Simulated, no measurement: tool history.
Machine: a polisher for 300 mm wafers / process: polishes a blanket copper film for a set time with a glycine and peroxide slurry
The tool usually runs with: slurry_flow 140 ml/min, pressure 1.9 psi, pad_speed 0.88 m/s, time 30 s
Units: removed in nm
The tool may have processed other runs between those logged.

run	hour	slurry_flow	pressure	pad_speed	time	incoming thickness of the incoming film, nm	removed
1	0	140	1.9	0.88	30	2198.1	127.7
2	14.1	140	1.9	0.88	30	2168.1	126.7
3	28.7	140	2.1	0.68	30	2204.2	115.8
4	35.2	140	1.9	0.88	23	2200.4	98.4
5	51.6	140	1.9	0.88	23	2228.4	100.4
6	61	140	1.6	0.72	30	2232.5	97.4
7	76.5	140	1.9	0.88	30	2205.2	126.7
8	92.2	140	1.9	0.88	30	2222	123.8
9	101.5	140	1.9	0.88	36	2212.9	149.4
# hour 107.2: worn pad replaced by a new one
10	116	140	1.9	0.88	36	2222.6	159.6
11	133.3	140	1.9	0.88	36	2194	157.3
12	142.3	140	1.9	0.88	32	2214.7	138.3
13	156.1	140	1.9	0.88	32	2208.4	135.4
14	170.5	140	1.9	0.88	30	2207.4	126.1
15	181.2	185	2.5	0.88	30	2160.9	161.2
16	192.7	100	1.3	0.78	33	2229.7	95
17	203.1	140	1.9	0.88	30	2210.8	126.9
18	219.6	120	1.9	0.88	30	2233.5	126.4
# hour 230.4: head pressure recalibrated
# hour 236.4: slurry nozzle cleaned
19	236.8	140	1.9	0.88	30	2171	125
# hour 250.3: worn pad replaced by a new one
20	253.7	140	1.9	0.72	30	2224.2	113.6
21	260.7	140	2.2	0.88	39	2231.2	191.9
22	272.7	140	2.4	0.88	20	2253.3	102.4
23	289.2	90	1.3	0.6	23	2189	57.6
24	303.6	140	1.9	0.88	30	2162.2	128.8
25	318.3	170	1.9	0.78	30	2202.6	115.8
26	335.5	140	1.9	0.88	30	2196.8	125.2
27	341.6	140	1.9	0.96	30	2222.4	132
28	349.5	140	1.9	1.04	22	2208.4	104.7

5 options for the next run, each taken on its own from the tool as it stands now. Forecast them:
A	349.9	140	1.5	0.88	30	2252	?
B	349.9	140	1.4	0.88	39	2252	?
C	349.9	140	2.5	0.88	33	2252	?
D	349.9	140	1.6	0.88	30	2252	?
E	349.9	140	1.9	1.12	36	2252	?

run	removed
A	104.1
B	129.1
C	167.2
D	108.9
E	177.7
What these runs would have given with no unlogged condition in the tool:
run	removed
A	108.8
B	134.9
C	174.7
D	113.8
E	185.6

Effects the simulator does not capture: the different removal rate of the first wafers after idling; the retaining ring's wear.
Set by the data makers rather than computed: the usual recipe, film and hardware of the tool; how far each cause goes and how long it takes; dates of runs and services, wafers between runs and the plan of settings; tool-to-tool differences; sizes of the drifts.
